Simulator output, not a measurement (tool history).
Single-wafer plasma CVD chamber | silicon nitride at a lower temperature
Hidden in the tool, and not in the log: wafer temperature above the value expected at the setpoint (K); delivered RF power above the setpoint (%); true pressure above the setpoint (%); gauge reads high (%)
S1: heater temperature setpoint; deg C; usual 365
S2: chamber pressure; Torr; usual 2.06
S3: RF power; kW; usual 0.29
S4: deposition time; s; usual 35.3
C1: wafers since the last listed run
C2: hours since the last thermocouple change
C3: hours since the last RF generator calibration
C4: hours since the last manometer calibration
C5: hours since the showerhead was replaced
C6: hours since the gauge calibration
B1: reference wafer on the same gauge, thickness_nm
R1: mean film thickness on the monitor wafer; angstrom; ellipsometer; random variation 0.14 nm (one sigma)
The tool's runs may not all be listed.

run 1 hour=0 | S1=365 S2=2.06 S3=0.29 S4=35.3 | C1=0 C2=540 C3=1846.2 C4=1783.1 C5=5300 C6=1438.3 | B1=45.689 | R1=393.74
run 2 hour=52 | S1=365 S2=1.8 S3=0.29 S4=33.4 | C1=1490 C2=592 C3=1898.2 C4=1835.1 C5=5352 C6=1490.3 | B1=45.644 | R1=361.34
run 3 hour=105.6 | S1=365 S2=2.06 S3=0.325 S4=35.3 | C1=1536 C2=645.6 C3=1951.8 C4=1888.7 C5=5405.6 C6=1543.9 | B1=45.741 | R1=431.98
run 4 hour=151.9 | S1=365 S2=2.06 S3=0.29 S4=35.3 | C1=1327 C2=691.9 C3=1998.1 C4=1935 C5=5451.9 C6=1590.2 | B1=45.707 | R1=391.08
run 5 hour=178 | S1=365 S2=2.06 S3=0.29 S4=35.3 | C1=748 C2=718 C3=2024.2 C4=1961.1 C5=5478 C6=1616.3 | B1=45.658 | R1=389.76
run 6 hour=205.1 | S1=365 S2=2.06 S3=0.29 S4=35.3 | C1=776 C2=745.1 C3=2051.3 C4=1988.2 C5=5505.1 C6=1643.4 | B1=45.721 | R1=389.18
-- hour=245.7 RF generator calibrated
run 7 hour=246.2 | S1=365 S2=2.06 S3=0.29 S4=35.3 | C1=949 C2=786.2 C3=0.5 C4=2029.3 C5=5546.2 C6=1684.5 | B1=45.749 | R1=402.31
-- hour=301.7 gauge calibrated
run 8 hour=303.8 | S1=365 S2=2.4 S3=0.29 S4=38.6 | C1=1651 C2=843.8 C3=58.1 C4=2086.9 C5=5603.8 C6=2.1 | B1=45.669 | R1=451.52
run 9 hour=363.4 | S1=365 S2=2.06 S3=0.29 S4=39.1 | C1=1708 C2=903.4 C3=117.7 C4=2146.5 C5=5663.4 C6=61.7 | B1=45.723 | R1=442.68
run 10 hour=391.1 | S1=370 S2=2.06 S3=0.25 S4=35.3 | C1=794 C2=931.1 C3=145.4 C4=2174.2 C5=5691.1 C6=89.4 | B1=45.667 | R1=347.08
run 11 hour=563 | S1=365 S2=2.06 S3=0.345 S4=37.1 | C1=4928 C2=1103 C3=317.3 C4=2346.1 C5=5863 C6=261.3 | B1=45.672 | R1=478.57
-- hour=606.1 thermocouple changed; heater temperature recalibrated
run 12 hour=606.6 | S1=365 S2=2.42 S3=0.29 S4=35.3 | C1=1020 C2=0.5 C3=360.9 C4=2389.7 C5=5906.6 C6=304.9 | B1=45.715 | R1=409.28
run 13 hour=677.7 | S1=365 S2=1.76 S3=0.27 S4=35.3 | C1=2038 C2=71.6 C3=432 C4=2460.8 C5=5977.7 C6=376 | B1=45.716 | R1=362.82
run 14 hour=704.5 | S1=361 S2=2.06 S3=0.29 S4=35.3 | C1=768 C2=98.4 C3=458.8 C4=2487.6 C5=6004.5 C6=402.8 | B1=45.696 | R1=394.31
run 15 hour=736.9 | S1=365 S2=2.21 S3=0.25 S4=40.2 | C1=928 C2=130.8 C3=491.2 C4=2520 C5=6036.9 C6=435.2 | B1=45.787 | R1=399.84
run 16 hour=802.5 | S1=359 S2=1.75 S3=0.325 S4=42.3 | C1=1880 C2=196.4 C3=556.8 C4=2585.6 C5=6102.5 C6=500.8 | B1=45.717 | R1=504.74
run 17 hour=829.4 | S1=352 S2=1.81 S3=0.29 S4=32.3 | C1=771 C2=223.3 C3=583.7 C4=2612.5 C5=6129.4 C6=527.7 | B1=45.683 | R1=357.01
run 18 hour=874.5 | S1=365 S2=2.06 S3=0.29 S4=29.3 | C1=1293 C2=268.4 C3=628.8 C4=2657.6 C5=6174.5 C6=572.8 | B1=45.677 | R1=328.76
run 19 hour=901.2 | S1=365 S2=2.26 S3=0.29 S4=41.4 | C1=765 C2=295.1 C3=655.5 C4=2684.3 C5=6201.2 C6=599.5 | B1=45.747 | R1=475.09
run 20 hour=948.9 | S1=365 S2=2.06 S3=0.29 S4=35.3 | C1=1367 C2=342.8 C3=703.2 C4=2732 C5=6248.9 C6=647.2 | B1=45.712 | R1=395.92
run 21 hour=1012 | S1=355 S2=2.06 S3=0.27 S4=31.7 | C1=1809 C2=405.9 C3=766.3 C4=2795.1 C5=6312 C6=710.3 | B1=45.752 | R1=333.5
-- hour=1083.4 capacitance manometer re-zeroed and calibrated
-- hour=1149.3 showerhead replaced
run 22 hour=1198.5 | S1=361 S2=2.34 S3=0.245 S4=39.4 | C1=4888 C2=592.4 C3=952.8 C4=115.1 C5=49.2 C6=896.8 | B1=45.674 | R1=388.21
run 23 hour=1257.4 | S1=365 S2=2.06 S3=0.24 S4=35.3 | C1=1688 C2=651.3 C3=1011.7 C4=174 C5=108.1 C6=955.7 | B1=45.699 | R1=330.46
run 24 hour=1290.1 | S1=361 S2=2.06 S3=0.29 S4=35.3 | C1=937 C2=684 C3=1044.4 C4=206.7 C5=140.8 C6=988.4 | B1=45.674 | R1=391.75
run 25 hour=1319.9 | S1=361 S2=2.51 S3=0.29 S4=35.3 | C1=854 C2=713.8 C3=1074.2 C4=236.5 C5=170.6 C6=1018.2 | B1=45.681 | R1=409.53
run 26 hour=1347.1 | S1=356 S2=1.55 S3=0.24 S4=37.9 | C1=779 C2=741 C3=1101.4 C4=263.7 C5=197.8 C6=1045.4 | B1=45.695 | R1=337.95
run 27 hour=1397.3 | S1=365 S2=2.06 S3=0.29 S4=29.3 | C1=1439 C2=791.2 C3=1151.6 C4=313.9 C5=248 C6=1095.6 | B1=45.731 | R1=326.46
run 28 hour=1459.2 | S1=365 S2=2.06 S3=0.29 S4=35.3 | C1=1774 C2=853.1 C3=1213.5 C4=375.8 C5=309.9 C6=1157.5 | B1=45.659 | R1=390.4
run 29 hour=1655.8 | S1=355 S2=2.06 S3=0.27 S4=31.7 | C1=5636 C2=1049.7 C3=1410.1 C4=572.4 C5=506.5 C6=1354.1 | B1=45.695 | R1=333.24

3 ways to go on from here, each from the tool as it stands after run 29. What would each give?
run A hour=1656.2 | S1=365 S2=2.54 S3=0.29 S4=35.3 | C1=11 C2=1050.1 C3=1410.5 C4=572.8 C5=506.9 C6=1354.5 | B1=? | R1=?
run B hour=1656.2 | S1=376 S2=1.57 S3=0.26 S4=35.3 | C1=11 C2=1050.1 C3=1410.5 C4=572.8 C5=506.9 C6=1354.5 | B1=? | R1=?
run C hour=1656.2 | S1=376 S2=2.06 S3=0.29 S4=42 | C1=11 C2=1050.1 C3=1410.5 C4=572.8 C5=506.9 C6=1354.5 | B1=? | R1=?

run=A B1=45.655 R1=409.93
run=B B1=45.655 R1=339.78
run=C B1=45.655 R1=466.86
Without the tool's hidden state the same runs would have given:
run=A R1=418.69
run=B R1=347.3
run=C R1=476.82

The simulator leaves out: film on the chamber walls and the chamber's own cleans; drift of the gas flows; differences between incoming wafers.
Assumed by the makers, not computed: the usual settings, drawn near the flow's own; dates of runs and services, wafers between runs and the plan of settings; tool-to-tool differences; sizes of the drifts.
